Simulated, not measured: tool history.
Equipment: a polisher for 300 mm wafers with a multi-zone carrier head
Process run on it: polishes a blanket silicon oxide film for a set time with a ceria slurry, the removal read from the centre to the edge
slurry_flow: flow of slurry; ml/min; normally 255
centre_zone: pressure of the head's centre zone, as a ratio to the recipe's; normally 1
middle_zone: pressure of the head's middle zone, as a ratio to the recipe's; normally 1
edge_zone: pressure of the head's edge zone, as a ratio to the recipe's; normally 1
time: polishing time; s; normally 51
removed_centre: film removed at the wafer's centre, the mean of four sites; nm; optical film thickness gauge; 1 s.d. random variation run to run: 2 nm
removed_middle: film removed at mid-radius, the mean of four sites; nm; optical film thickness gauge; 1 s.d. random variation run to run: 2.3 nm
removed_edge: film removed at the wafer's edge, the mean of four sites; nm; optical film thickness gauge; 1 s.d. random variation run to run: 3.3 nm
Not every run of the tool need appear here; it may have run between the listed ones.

run,hour,slurry_flow,centre_zone,middle_zone,edge_zone,time,"incoming thickness of the incoming film, nm",removed_centre,removed_middle,removed_edge
1,0,255,1,1,1,51,1840.8,254.8,255.3,273.7
2,12.2,255,1,1,1,51,1822.2,257.5,254.8,265.6
3,28.2,255,1,1,1,51,1837.1,250.6,253,269.7
4,36,310,0.94,1,1,51,1819.5,243.5,258.8,265.5
5,65.1,310,0.94,1,1,51,1851.4,242.3,257.7,269.4
# hour 79.7: worn pad replaced by a new one
6,80.2,310,0.94,1,1,51,1806.9,252,267.7,277.8
7,93.2,255,1,1,1,51,1821.8,264.4,261.5,277.8
8,102.1,255,1,1,1,51,1808.4,263.3,260,272.7
9,115.8,255,1,1,1,51,1843.1,256.6,258.4,267.9
# hour 119.9: edge zone pressure recalibrated
10,123.4,255,1,1,1,51,1846.2,260.9,258.5,273
11,129.8,255,1.12,1,1,59,1833.4,338.5,302.3,313.7
12,140.1,255,1.08,1,1,51,1823,278.3,259.9,270

Run 13 has not been measured yet. What should we expect?
# hour 146: centre zone pressure recalibrated
# hour 148.5: carrier head's membrane replaced by a new one
# hour 148.7: slurry nozzle cleaned
13,149.2,255,1,1,1,51,1794.7,?,?,?

Logged for run 13: removed_centre 264.3 nm, removed_middle 260.9 nm, removed_edge 264.8 nm.
Without the tool's hidden state the same run would have given removed_centre 268.7 nm, removed_middle 265.9 nm, removed_edge 269.9 nm.

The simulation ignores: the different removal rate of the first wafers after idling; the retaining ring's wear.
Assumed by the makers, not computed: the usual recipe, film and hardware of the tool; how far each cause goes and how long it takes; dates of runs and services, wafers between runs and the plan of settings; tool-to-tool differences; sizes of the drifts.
